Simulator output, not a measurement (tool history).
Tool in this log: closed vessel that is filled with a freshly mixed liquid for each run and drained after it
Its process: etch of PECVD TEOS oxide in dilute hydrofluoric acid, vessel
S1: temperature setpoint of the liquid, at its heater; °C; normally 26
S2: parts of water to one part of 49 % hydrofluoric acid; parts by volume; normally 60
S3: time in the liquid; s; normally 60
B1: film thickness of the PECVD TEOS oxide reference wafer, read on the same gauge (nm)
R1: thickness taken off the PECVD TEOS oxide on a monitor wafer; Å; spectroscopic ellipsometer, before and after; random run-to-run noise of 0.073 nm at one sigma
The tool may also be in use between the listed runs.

run 1 day=0 | S1=26 S2=60 S3=60 | B1=99.99 | R1=204.2
run 2 day=2.438 | S1=26 S2=85 S3=60 | B1=99.99 | R1=138.7
run 3 day=5.129 | S1=26 S2=85 S3=60 | B1=100.01 | R1=138.3
run 4 day=8.067 | S1=26 S2=60 S3=45 | B1=100.01 | R1=152.4
run 5 day=10.471 | S1=26 S2=60 S3=60 | B1=99.98 | R1=202.8
run 6 day=12.95 | S1=26 S2=60 S3=60 | B1=100.04 | R1=202.2
run 7 day=14.746 | S1=26 S2=60 S3=60 | B1=99.97 | R1=201.3
run 8 day=17.671 | S1=26 S2=75 S3=85 | B1=99.99 | R1=225.5
run 9 day=20.379 | S1=26 S2=75 S3=85 | B1=99.96 | R1=224
run 10 day=22.683 | S1=26 S2=75 S3=85 | B1=100.01 | R1=224.1
-- day=23.883 thermometer replaced
run 11 day=24.696 | S1=26 S2=60 S3=60 | B1=99.96 | R1=202
run 12 day=26.017 | S1=26 S2=60 S3=60 | B1=99.99 | R1=201.9
run 13 day=28.438 | S1=26 S2=90 S3=60 | B1=100.05 | R1=128.6
run 14 day=29.829 | S1=23.5 S2=60 S3=95 | B1=99.96 | R1=287.2
-- day=30.7 hydrofluoric acid flow meter replaced
run 15 day=30.938 | S1=26 S2=60 S3=60 | B1=99.99 | R1=197
run 16 day=33.679 | S1=26 S2=60 S3=75 | B1=99.97 | R1=245.3
run 17 day=34.925 | S1=29 S2=60 S3=40 | B1=100.03 | R1=147.2
run 18 day=36.921 | S1=27.5 S2=90 S3=60 | B1=99.99 | R1=132.4
run 19 day=38.258 | S1=21.5 S2=70 S3=75 | B1=100.03 | R1=173
run 20 day=39.604 | S1=26 S2=60 S3=60 | B1=100.05 | R1=197.1
run 21 day=41.312 | S1=26 S2=35 S3=60 | B1=100.05 | R1=346.8
run 22 day=42.317 | S1=26 S2=60 S3=60 | B1=99.97 | R1=196.7
-- day=44.142 gauge calibrated
-- day=44.912 hydrofluoric acid flow meter replaced, repeated, since the last time left the tool worse
run 23 day=45.217 | S1=23 S2=40 S3=60 | B1=99.98 | R1=281.1
run 24 day=46.65 | S1=21.5 S2=75 S3=60 | B1=100.01 | R1=134.1
run 25 day=49.025 | S1=28 S2=60 S3=60 | B1=100.02 | R1=222.9
run 26 day=50.654 | S1=29.5 S2=45 S3=60 | B1=99.96 | R1=321.3
run 27 day=53.071 | S1=23.5 S2=40 S3=60 | B1=100.01 | R1=286.2
run 28 day=54.408 | S1=28.5 S2=60 S3=60 | B1=100.01 | R1=226.5
run 29 day=57.079 | S1=29 S2=50 S3=35 | B1=99.96 | R1=163.4
run 30 day=59.842 | S1=26 S2=60 S3=60 | B1=100.01 | R1=203.1
run 31 day=62.433 | S1=26 S2=75 S3=60 | B1=100 | R1=159.2
run 32 day=63.804 | S1=26 S2=60 S3=60 | B1=100.01 | R1=203.2

Each row is a separate what-if for the run after 32, all from the same tool condition, not one after another. Results?
run A day=63.833 | S1=26 S2=60 S3=60 | B1=? | R1=?
run B day=63.833 | S1=23.5 S2=50 S3=45 | B1=? | R1=?
run C day=63.833 | S1=24.5 S2=50 S3=85 | B1=? | R1=?
run D day=63.833 | S1=30.5 S2=60 S3=60 | B1=? | R1=?
run E day=63.833 | S1=23.5 S2=30 S3=60 | B1=? | R1=?

run=A B1=100 R1=204.4
run=B B1=100 R1=168.4
run=C B1=100 R1=331.5
run=D B1=100 R1=244.1
run=E B1=100 R1=384.4
Without the tool's unlogged condition, the same runs would have read:
run=A R1=206.4
run=B R1=170.1
run=C R1=334.7
run=D R1=246.5
run=E R1=388
